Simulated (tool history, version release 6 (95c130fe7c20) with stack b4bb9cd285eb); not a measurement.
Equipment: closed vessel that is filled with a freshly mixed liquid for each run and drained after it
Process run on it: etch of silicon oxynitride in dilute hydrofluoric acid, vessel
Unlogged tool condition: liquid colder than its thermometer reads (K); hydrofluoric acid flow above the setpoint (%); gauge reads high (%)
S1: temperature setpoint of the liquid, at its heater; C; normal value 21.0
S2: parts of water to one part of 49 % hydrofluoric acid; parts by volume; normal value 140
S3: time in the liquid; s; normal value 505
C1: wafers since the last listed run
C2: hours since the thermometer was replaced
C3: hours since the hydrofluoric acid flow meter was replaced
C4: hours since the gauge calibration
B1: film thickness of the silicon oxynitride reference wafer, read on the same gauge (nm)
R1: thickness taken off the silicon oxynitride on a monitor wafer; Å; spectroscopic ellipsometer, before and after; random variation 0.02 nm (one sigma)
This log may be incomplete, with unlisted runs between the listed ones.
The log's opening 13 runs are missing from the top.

{"run": 14, "hour": 358.5, "S1": 19.0, "S2": 100, "S3": 760, "C1": 1739, "C2": 72.8, "C3": 1923.7, "C4": 169.1, "B1": 60.027, "R1": 97.87}
{"run": 15, "hour": 380.5, "S1": 22.5, "S2": 105, "S3": 410, "C1": 1867, "C2": 94.8, "C3": 1945.7, "C4": 191.1, "B1": 59.99, "R1": 59.21}
{"run": 16, "hour": 394.8, "S1": 24.5, "S2": 140, "S3": 250, "C1": 1213, "C2": 109.1, "C3": 1960.0, "C4": 205.4, "B1": 60.008, "R1": 29.18}
{"run": 17, "hour": 414.2, "S1": 21.0, "S2": 140, "S3": 285, "C1": 1646, "C2": 128.5, "C3": 1979.4, "C4": 224.8, "B1": 59.959, "R1": 28.2}
{"hour": 428.0, "done": "hydrofluoric acid flow meter replaced"}
{"run": 18, "hour": 444.2, "S1": 26.0, "S2": 175, "S3": 610, "C1": 2461, "C2": 158.5, "C3": 16.2, "C4": 254.8, "B1": 59.989, "R1": 53.16}
{"run": 19, "hour": 462.9, "S1": 21.0, "S2": 140, "S3": 350, "C1": 1587, "C2": 177.2, "C3": 34.9, "C4": 273.5, "B1": 60.011, "R1": 31.35}
{"run": 20, "hour": 494.8, "S1": 21.0, "S2": 140, "S3": 595, "C1": 2707, "C2": 209.1, "C3": 66.8, "C4": 305.4, "B1": 60.025, "R1": 53.38}
{"run": 21, "hour": 527.8, "S1": 21.0, "S2": 140, "S3": 505, "C1": 2800, "C2": 242.1, "C3": 99.8, "C4": 338.4, "B1": 60.0, "R1": 44.68}
{"run": 22, "hour": 543.1, "S1": 26.0, "S2": 160, "S3": 505, "C1": 1298, "C2": 257.4, "C3": 115.1, "C4": 353.7, "B1": 60.003, "R1": 49.43}
{"run": 23, "hour": 561.8, "S1": 24.5, "S2": 85, "S3": 505, "C1": 1587, "C2": 276.1, "C3": 133.8, "C4": 372.4, "B1": 59.997, "R1": 91.16}
{"run": 24, "hour": 574.7, "S1": 17.5, "S2": 85, "S3": 505, "C1": 1094, "C2": 289.0, "C3": 146.7, "C4": 385.3, "B1": 59.975, "R1": 64.92}
{"run": 25, "hour": 594.7, "S1": 24.5, "S2": 110, "S3": 505, "C1": 1697, "C2": 309.0, "C3": 166.7, "C4": 405.3, "B1": 59.991, "R1": 68.9}
{"run": 26, "hour": 610.0, "S1": 23.5, "S2": 115, "S3": 710, "C1": 1298, "C2": 324.3, "C3": 182.0, "C4": 420.6, "B1": 60.02, "R1": 87.49}
{"run": 27, "hour": 630.5, "S1": 21.0, "S2": 140, "S3": 505, "C1": 1739, "C2": 344.8, "C3": 202.5, "C4": 441.1, "B1": 59.987, "R1": 44.78}
{"run": 28, "hour": 646.2, "S1": 23.5, "S2": 115, "S3": 300, "C1": 1332, "C2": 360.5, "C3": 218.2, "C4": 456.8, "B1": 59.989, "R1": 37.59}
{"run": 29, "hour": 658.3, "S1": 22.5, "S2": 190, "S3": 265, "C1": 1027, "C2": 372.6, "C3": 230.3, "C4": 468.9, "B1": 60.004, "R1": 18.01}
{"run": 30, "hour": 688.6, "S1": 21.0, "S2": 90, "S3": 700, "C1": 2571, "C2": 402.9, "C3": 260.6, "C4": 499.2, "B1": 59.975, "R1": 99.69}
{"run": 31, "hour": 700.9, "S1": 22.5, "S2": 115, "S3": 355, "C1": 1043, "C2": 415.2, "C3": 272.9, "C4": 511.5, "B1": 60.008, "R1": 42.41}
{"run": 32, "hour": 736.2, "S1": 24.5, "S2": 110, "S3": 505, "C1": 2996, "C2": 450.5, "C3": 308.2, "C4": 546.8, "B1": 59.973, "R1": 69.22}

Alternative continuations, all from the tool just after run 32; predict every row:
{"run": "A", "hour": 737.0, "S1": 21.0, "S2": 140, "S3": 505, "C1": 67, "C2": 451.3, "C3": 309.0, "C4": 547.6, "B1": "?", "R1": "?"}
{"run": "B", "hour": 737.0, "S1": 24.0, "S2": 140, "S3": 505, "C1": 67, "C2": 451.3, "C3": 309.0, "C4": 547.6, "B1": "?", "R1": "?"}
{"run": "C", "hour": 737.0, "S1": 21.0, "S2": 140, "S3": 725, "C1": 67, "C2": 451.3, "C3": 309.0, "C4": 547.6, "B1": "?", "R1": "?"}
{"run": "D", "hour": 737.0, "S1": 17.0, "S2": 140, "S3": 505, "C1": 67, "C2": 451.3, "C3": 309.0, "C4": 547.6, "B1": "?", "R1": "?"}
{"run": "E", "hour": 737.0, "S1": 22.5, "S2": 105, "S3": 650, "C1": 67, "C2": 451.3, "C3": 309.0, "C4": 547.6, "B1": "?", "R1": "?"}

run=A B1=59.990 R1=45.25
run=B B1=59.990 R1=52.13
run=C B1=59.990 R1=64.97
run=D B1=59.990 R1=37.24
run=E B1=59.990 R1=85.59
Had the tool no hidden state, the same runs would have come out as:
run=A R1=45.98
run=B R1=52.91
run=C R1=66.01
run=D R1=37.90
run=E R1=87.01
